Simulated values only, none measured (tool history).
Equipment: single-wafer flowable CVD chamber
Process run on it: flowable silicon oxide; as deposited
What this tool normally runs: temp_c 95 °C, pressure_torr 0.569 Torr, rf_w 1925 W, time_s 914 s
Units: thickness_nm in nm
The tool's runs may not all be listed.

| run | day | temp_c | pressure_torr | rf_w | time_s | read-back reference wafer on the same gauge, thickness_nm | thickness_nm |
|---|---|---|---|---|---|---|---|
| 1 | 0.000 | 95 | 0.569 | 1925 | 914 | 378.211 | 405.002 |
| 2 | 3.812 | 95 | 0.569 | 1925 | 914 | 377.330 | 405.701 |
| 3 | 6.667 | 95 | 0.569 | 1925 | 914 | 378.122 | 404.125 |
| 4 | 8.175 | 95 | 0.569 | 1925 | 914 | 377.908 | 405.018 |
| 5 | 11.025 | 95 | 0.569 | 1925 | 914 | 378.524 | 403.758 |
| 6 | 14.808 | 95 | 0.569 | 1925 | 914 | 377.853 | 401.337 |
|  | 19.879 | capacitance manometer re-zeroed and calibrated |
| 7 | 21.238 | 95 | 0.569 | 1925 | 914 | 378.017 | 438.758 |
|  | 22.842 | gauge calibrated |
| 8 | 23.525 | 95 | 0.569 | 1730 | 914 | 377.472 | 431.534 |
| 9 | 25.025 | 95 | 0.569 | 1730 | 914 | 377.567 | 428.510 |
| 10 | 26.892 | 95 | 0.569 | 1925 | 914 | 378.007 | 437.324 |
| 11 | 28.867 | 95 | 0.458 | 1925 | 914 | 378.468 | 350.697 |
|  | 31.508 | showerhead replaced |
| 12 | 32.142 | 95 | 0.569 | 1925 | 914 | 377.146 | 436.446 |
| 13 | 36.267 | 95 | 0.569 | 1925 | 914 | 378.452 | 434.357 |
|  | 38.775 | RF generator calibrated |
| 14 | 38.796 | 85 | 0.569 | 1925 | 823 | 378.084 | 513.590 |
| 15 | 42.250 | 101 | 0.527 | 2225 | 914 | 378.262 | 346.087 |
| 16 | 44.762 | 95 | 0.569 | 1925 | 914 | 377.888 | 430.049 |
| 17 | 47.033 | 105 | 0.623 | 2165 | 1088 | 378.436 | 429.445 |
| 18 | 49.083 | 85 | 0.569 | 1925 | 823 | 377.775 | 514.307 |
|  | 50.604 | thermocouple changed; heater temperature recalibrated |
| 19 | 52.904 | 109 | 0.569 | 2045 | 991 | 377.972 | 297.168 |
| 20 | 57.008 | 83 | 0.455 | 1925 | 1040 | 378.484 | 519.779 |
| 21 | 59.204 | 81 | 0.691 | 1925 | 914 | 378.539 | 723.504 |
| 22 | 63.279 | 95 | 0.569 | 1925 | 914 | 378.513 | 412.843 |
| 23 | 67.217 | 105 | 0.657 | 1925 | 914 | 378.164 | 349.911 |
| 24 | 69.750 | 95 | 0.569 | 1925 | 914 | 377.480 | 408.018 |
| 25 | 72.675 | 95 | 0.569 | 1925 | 914 | 377.817 | 407.844 |
| 26 | 76.517 | 102 | 0.569 | 1925 | 914 | 377.667 | 329.405 |
|  | 80.708 | capacitance manometer re-zeroed and calibrated |
| 27 | 80.729 | 95 | 0.569 | 1925 | 780 | 378.190 | 375.178 |
| 28 | 84.721 | 95 | 0.511 | 1925 | 914 | 377.406 | 394.031 |

Here are 4 independent what-if runs from the current tool condition. What would each one return?
| A | 84.750 | 95 | 0.690 | 1925 | 914 | ? | ? |
| B | 84.750 | 95 | 0.508 | 1925 | 914 | ? | ? |
| C | 84.750 | 109 | 0.504 | 2290 | 1028 | ? | ? |
| D | 84.750 | 95 | 0.443 | 1925 | 914 | ? | ? |

| run | read-back reference wafer on the same gauge, thickness_nm | thickness_nm |
|---|---|---|
| A | 378.147 | 531.682 |
| B | 378.147 | 391.327 |
| C | 378.147 | 297.886 |
| D | 378.147 | 343.253 |
Stripped of hidden state, with their random variation kept, the same runs would have yielded:
| run | thickness_nm |
|---|---|
| A | 520.620 |
| B | 383.211 |
| C | 291.757 |
| D | 336.153 |
